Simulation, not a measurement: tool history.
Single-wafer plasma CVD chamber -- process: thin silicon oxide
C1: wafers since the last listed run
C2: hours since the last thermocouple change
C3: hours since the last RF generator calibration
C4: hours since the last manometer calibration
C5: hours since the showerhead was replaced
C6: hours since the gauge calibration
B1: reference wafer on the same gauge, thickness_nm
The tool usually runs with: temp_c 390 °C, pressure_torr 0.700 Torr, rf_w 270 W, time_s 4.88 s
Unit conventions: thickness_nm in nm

{"run": 1, "hour": 0.0, "temp_c": 390, "pressure_torr": 0.654, "rf_w": 270, "time_s": 4.88, "C1": 0, "C2": 880.5, "C3": 1611.4, "C4": 2265.0, "C5": 6075.1, "C6": 320.3, "B1": 8.112, "thickness_nm": 8.043}
{"run": 2, "hour": 12.5, "temp_c": 390, "pressure_torr": 0.654, "rf_w": 270, "time_s": 4.88, "C1": 420, "C2": 893.0, "C3": 1623.9, "C4": 2277.5, "C5": 6087.6, "C6": 332.8, "B1": 8.114, "thickness_nm": 8.011}
{"run": 3, "hour": 24.4, "temp_c": 390, "pressure_torr": 0.654, "rf_w": 270, "time_s": 4.88, "C1": 400, "C2": 904.9, "C3": 1635.8, "C4": 2289.4, "C5": 6099.5, "C6": 344.7, "B1": 8.114, "thickness_nm": 7.983}
{"run": 4, "hour": 41.3, "temp_c": 390, "pressure_torr": 0.7, "rf_w": 270, "time_s": 4.88, "C1": 568, "C2": 921.8, "C3": 1652.7, "C4": 2306.3, "C5": 6116.4, "C6": 361.6, "B1": 8.11, "thickness_nm": 8.427}
{"run": 5, "hour": 48.4, "temp_c": 390, "pressure_torr": 0.7, "rf_w": 270, "time_s": 4.88, "C1": 238, "C2": 928.9, "C3": 1659.8, "C4": 2313.4, "C5": 6123.5, "C6": 368.7, "B1": 8.11, "thickness_nm": 8.432}
{"run": 6, "hour": 63.5, "temp_c": 390, "pressure_torr": 0.7, "rf_w": 270, "time_s": 4.88, "C1": 507, "C2": 944.0, "C3": 1674.9, "C4": 2328.5, "C5": 6138.6, "C6": 383.8, "B1": 8.11, "thickness_nm": 8.442}
{"run": 7, "hour": 72.9, "temp_c": 390, "pressure_torr": 0.7, "rf_w": 270, "time_s": 4.88, "C1": 316, "C2": 953.4, "C3": 1684.3, "C4": 2337.9, "C5": 6148.0, "C6": 393.2, "B1": 8.108, "thickness_nm": 8.433}
{"run": 8, "hour": 87.4, "temp_c": 390, "pressure_torr": 0.7, "rf_w": 270, "time_s": 4.88, "C1": 487, "C2": 967.9, "C3": 1698.8, "C4": 2352.4, "C5": 6162.5, "C6": 407.7, "B1": 8.116, "thickness_nm": 8.406}
{"run": 9, "hour": 98.6, "temp_c": 390, "pressure_torr": 0.7, "rf_w": 270, "time_s": 4.88, "C1": 376, "C2": 979.1, "C3": 1710.0, "C4": 2363.6, "C5": 6173.7, "C6": 418.9, "B1": 8.113, "thickness_nm": 8.447}
{"run": 10, "hour": 114.0, "temp_c": 390, "pressure_torr": 0.7, "rf_w": 260, "time_s": 4.88, "C1": 517, "C2": 994.5, "C3": 1725.4, "C4": 2379.0, "C5": 6189.1, "C6": 434.3, "B1": 8.112, "thickness_nm": 8.326}
{"hour": 124.3, "done": "showerhead replaced"}
{"run": 11, "hour": 124.8, "temp_c": 390, "pressure_torr": 0.7, "rf_w": 270, "time_s": 4.88, "C1": 94, "C2": 1005.3, "C3": 1736.2, "C4": 2389.8, "C5": 0.5, "C6": 445.1, "B1": 8.109, "thickness_nm": 8.436}
{"run": 12, "hour": 132.2, "temp_c": 390, "pressure_torr": 0.7, "rf_w": 310, "time_s": 5.71, "C1": 248, "C2": 1012.7, "C3": 1743.6, "C4": 2397.2, "C5": 7.9, "C6": 452.5, "B1": 8.111, "thickness_nm": 10.386}
{"run": 13, "hour": 149.3, "temp_c": 400, "pressure_torr": 0.7, "rf_w": 270, "time_s": 4.14, "C1": 574, "C2": 1029.8, "C3": 1760.7, "C4": 2414.3, "C5": 25.0, "C6": 469.6, "B1": 8.112, "thickness_nm": 7.114}
{"run": 14, "hour": 161.3, "temp_c": 405, "pressure_torr": 0.549, "rf_w": 315, "time_s": 4.88, "C1": 403, "C2": 1041.8, "C3": 1772.7, "C4": 2426.3, "C5": 37.0, "C6": 481.6, "B1": 8.108, "thickness_nm": 7.378}
{"run": 15, "hour": 167.4, "temp_c": 383, "pressure_torr": 0.873, "rf_w": 250, "time_s": 4.14, "C1": 205, "C2": 1047.9, "C3": 1778.8, "C4": 2432.4, "C5": 43.1, "C6": 487.7, "B1": 8.109, "thickness_nm": 8.14}
{"hour": 179.7, "done": "RF generator calibrated"}
{"hour": 184.1, "done": "capacitance manometer re-zeroed and calibrated"}
{"run": 16, "hour": 184.6, "temp_c": 404, "pressure_torr": 0.7, "rf_w": 300, "time_s": 5.6, "C1": 161, "C2": 1065.1, "C3": 4.9, "C4": 0.5, "C5": 60.3, "C6": 504.9, "B1": 8.11, "thickness_nm": 9.543}
{"run": 17, "hour": 185.7, "temp_c": 404, "pressure_torr": 0.553, "rf_w": 320, "time_s": 5.56, "C1": 36, "C2": 1066.2, "C3": 6.0, "C4": 1.6, "C5": 61.4, "C6": 506.0, "B1": 8.113, "thickness_nm": 8.127}
{"hour": 196.0, "done": "gauge calibrated"}
{"hour": 198.0, "done": "thermocouple changed; heater temperature recalibrated"}
{"run": 18, "hour": 198.5, "temp_c": 390, "pressure_torr": 0.7, "rf_w": 270, "time_s": 5.24, "C1": 161, "C2": 0.5, "C3": 18.8, "C4": 14.4, "C5": 74.2, "C6": 2.5, "B1": 8.108, "thickness_nm": 8.673}
{"run": 19, "hour": 220.3, "temp_c": 390, "pressure_torr": 0.7, "rf_w": 270, "time_s": 4.88, "C1": 732, "C2": 22.3, "C3": 40.6, "C4": 36.2, "C5": 96.0, "C6": 24.3, "B1": 8.108, "thickness_nm": 8.056}
{"run": 20, "hour": 226.5, "temp_c": 404, "pressure_torr": 0.7, "rf_w": 270, "time_s": 4.88, "C1": 208, "C2": 28.5, "C3": 46.8, "C4": 42.4, "C5": 102.2, "C6": 30.5, "B1": 8.11, "thickness_nm": 8.026}
{"run": 21, "hour": 238.8, "temp_c": 384, "pressure_torr": 0.7, "rf_w": 270, "time_s": 4.88, "C1": 413, "C2": 40.8, "C3": 59.1, "C4": 54.7, "C5": 114.5, "C6": 42.8, "B1": 8.111, "thickness_nm": 8.14}
{"run": 22, "hour": 246.6, "temp_c": 384, "pressure_torr": 0.543, "rf_w": 225, "time_s": 4.88, "C1": 262, "C2": 48.6, "C3": 66.9, "C4": 62.5, "C5": 122.3, "C6": 50.6, "B1": 8.108, "thickness_nm": 6.21}
{"run": 23, "hour": 262.8, "temp_c": 390, "pressure_torr": 0.7, "rf_w": 270, "time_s": 4.88, "C1": 544, "C2": 64.8, "C3": 83.1, "C4": 78.7, "C5": 138.5, "C6": 66.8, "B1": 8.114, "thickness_nm": 8.136}
{"run": 24, "hour": 269.0, "temp_c": 390, "pressure_torr": 0.7, "rf_w": 270, "time_s": 4.88, "C1": 208, "C2": 71.0, "C3": 89.3, "C4": 84.9, "C5": 144.7, "C6": 73.0, "B1": 8.109, "thickness_nm": 8.085}
{"run": 25, "hour": 285.2, "temp_c": 390, "pressure_torr": 0.7, "rf_w": 270, "time_s": 4.88, "C1": 544, "C2": 87.2, "C3": 105.5, "C4": 101.1, "C5": 160.9, "C6": 89.2, "B1": 8.111, "thickness_nm": 8.119}
{"run": 26, "hour": 293.3, "temp_c": 398, "pressure_torr": 0.847, "rf_w": 230, "time_s": 5.7, "C1": 272, "C2": 95.3, "C3": 113.6, "C4": 109.2, "C5": 169.0, "C6": 97.3, "B1": 8.11, "thickness_nm": 10.212}
{"run": 27, "hour": 306.9, "temp_c": 390, "pressure_torr": 0.839, "rf_w": 270, "time_s": 4.88, "C1": 457, "C2": 108.9, "C3": 127.2, "C4": 122.8, "C5": 182.6, "C6": 110.9, "B1": 8.108, "thickness_nm": 9.338}
{"run": 28, "hour": 322.4, "temp_c": 390, "pressure_torr": 0.7, "rf_w": 270, "time_s": 4.2, "C1": 521, "C2": 124.4, "C3": 142.7, "C4": 138.3, "C5": 198.1, "C6": 126.4, "B1": 8.109, "thickness_nm": 7.011}

Here are 5 independent what-if runs from the current tool condition. What would each one return?
{"run": "A", "hour": 322.8, "temp_c": 390, "pressure_torr": 0.7, "rf_w": 270, "time_s": 4.88, "C1": 13, "C2": 124.8, "C3": 143.1, "C4": 138.7, "C5": 198.5, "C6": 126.8, "B1": "?", "thickness_nm": "?"}
{"run": "B", "hour": 322.8, "temp_c": 390, "pressure_torr": 0.7, "rf_w": 270, "time_s": 4.45, "C1": 13, "C2": 124.8, "C3": 143.1, "C4": 138.7, "C5": 198.5, "C6": 126.8, "B1": "?", "thickness_nm": "?"}
{"run": "C", "hour": 322.8, "temp_c": 390, "pressure_torr": 0.7, "rf_w": 270, "time_s": 4.32, "C1": 13, "C2": 124.8, "C3": 143.1, "C4": 138.7, "C5": 198.5, "C6": 126.8, "B1": "?", "thickness_nm": "?"}
{"run": "D", "hour": 322.8, "temp_c": 404, "pressure_torr": 0.7, "rf_w": 270, "time_s": 4.31, "C1": 13, "C2": 124.8, "C3": 143.1, "C4": 138.7, "C5": 198.5, "C6": 126.8, "B1": "?", "thickness_nm": "?"}
{"run": "E", "hour": 322.8, "temp_c": 380, "pressure_torr": 0.752, "rf_w": 295, "time_s": 5.63, "C1": 13, "C2": 124.8, "C3": 143.1, "C4": 138.7, "C5": 198.5, "C6": 126.8, "B1": "?", "thickness_nm": "?"}

run=A B1=8.112 thickness_nm=8.166
run=B B1=8.112 thickness_nm=7.448
run=C B1=8.112 thickness_nm=7.230
run=D B1=8.112 thickness_nm=7.155
run=E B1=8.112 thickness_nm=10.364
Take away the tool's hidden state, keep each run's random variation, and the runs would have read:
run=A thickness_nm=8.034
run=B thickness_nm=7.327
run=C thickness_nm=7.113
run=D thickness_nm=7.039
run=E thickness_nm=10.196
